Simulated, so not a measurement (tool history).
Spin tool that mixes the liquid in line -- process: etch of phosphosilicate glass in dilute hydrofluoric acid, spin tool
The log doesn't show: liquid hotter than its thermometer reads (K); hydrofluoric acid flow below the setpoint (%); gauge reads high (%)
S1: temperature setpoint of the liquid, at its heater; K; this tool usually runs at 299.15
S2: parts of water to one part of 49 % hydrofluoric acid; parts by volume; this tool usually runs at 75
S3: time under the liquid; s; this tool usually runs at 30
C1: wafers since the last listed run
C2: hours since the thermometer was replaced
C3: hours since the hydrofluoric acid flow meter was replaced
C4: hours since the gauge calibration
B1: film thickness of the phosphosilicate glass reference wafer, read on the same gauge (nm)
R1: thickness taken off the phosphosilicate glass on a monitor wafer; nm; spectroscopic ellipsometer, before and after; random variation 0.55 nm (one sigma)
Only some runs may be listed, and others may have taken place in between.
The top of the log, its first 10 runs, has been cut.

run	hour	S1	S2	S3	C1	C2	C3	C4	B1	R1
11	775.1	299.15	75	30	494	1185.7	1040.6	1942.8	90.01	86.9
12	865.3	299.15	75	30	1208	1275.9	1130.8	2033	90	88.26
13	935.7	299.15	75	30	943	1346.3	1201.2	2103.4	90.01	88.68
# hour 949.5: thermometer replaced
14	980.9	299.15	75	30	592	31.4	1246.4	2148.6	89.98	83.11
15	1097.3	299.15	105	30	1559	147.8	1362.8	2265	90.01	57.11
16	1287.5	303.15	100	30	2548	338	1553	2455.2	90	71.94
17	1392.1	299.15	75	30	1401	442.6	1657.6	2559.8	89.99	84.73
18	1471.3	302.15	75	30	1061	521.8	1736.8	2639	90.01	96.37
# hour 1554.3: gauge calibrated
19	1571	295.65	75	45	1335	621.5	1836.5	16.7	90	112.78
20	1631.9	300.65	65	30	816	682.4	1897.4	77.6	90	105.63
21	1727.6	299.15	75	30	1282	778.1	1993.1	173.3	90	86.18
22	1768.2	296.65	75	40	544	818.7	2033.7	213.9	90	105.49
23	1811.1	299.15	75	30	574	861.6	2076.6	256.8	89.99	88.53
24	1903.3	296.15	75	35	1235	953.8	2168.8	349	89.99	90.76
# hour 2009.9: hydrofluoric acid flow meter replaced
25	2010.4	297.15	75	30	1421	1060.9	0.5	456.1	90	81.72
26	2067.4	303.15	105	35	763	1117.9	57.5	513.1	90	82.47
# hour 2135: thermometer replaced
27	2136.2	299.15	75	30	908	1.2	126.3	581.9	89.99	81.8
28	2225.5	299.15	40	15	1196	90.5	215.6	671.2	90.01	80.12
29	2344.8	299.15	95	45	1598	209.8	334.9	790.5	90.01	95.44
30	2382.7	299.15	85	40	507	247.7	372.8	828.4	90.01	95.67
31	2472.2	303.65	100	20	1199	337.2	462.3	917.9	90	48.4
32	2526.1	299.15	75	30	722	391.1	516.2	971.8	90	83.33

4 ways to go on from here, each from the tool as it stands after run 32. What would each give?
A	2526.5	299.15	75	30	5	391.5	516.6	972.2	?	?
B	2526.5	299.15	110	30	5	391.5	516.6	972.2	?	?
C	2526.5	295.65	75	30	5	391.5	516.6	972.2	?	?
D	2526.5	299.15	55	30	5	391.5	516.6	972.2	?	?

run	B1	R1
A	89.99	84.44
B	89.99	54.96
C	89.99	73.4
D	89.99	118.39
Without the tool's hidden state the same runs would have given:
run	R1
A	82.04
B	53.44
C	71.25
D	114.96

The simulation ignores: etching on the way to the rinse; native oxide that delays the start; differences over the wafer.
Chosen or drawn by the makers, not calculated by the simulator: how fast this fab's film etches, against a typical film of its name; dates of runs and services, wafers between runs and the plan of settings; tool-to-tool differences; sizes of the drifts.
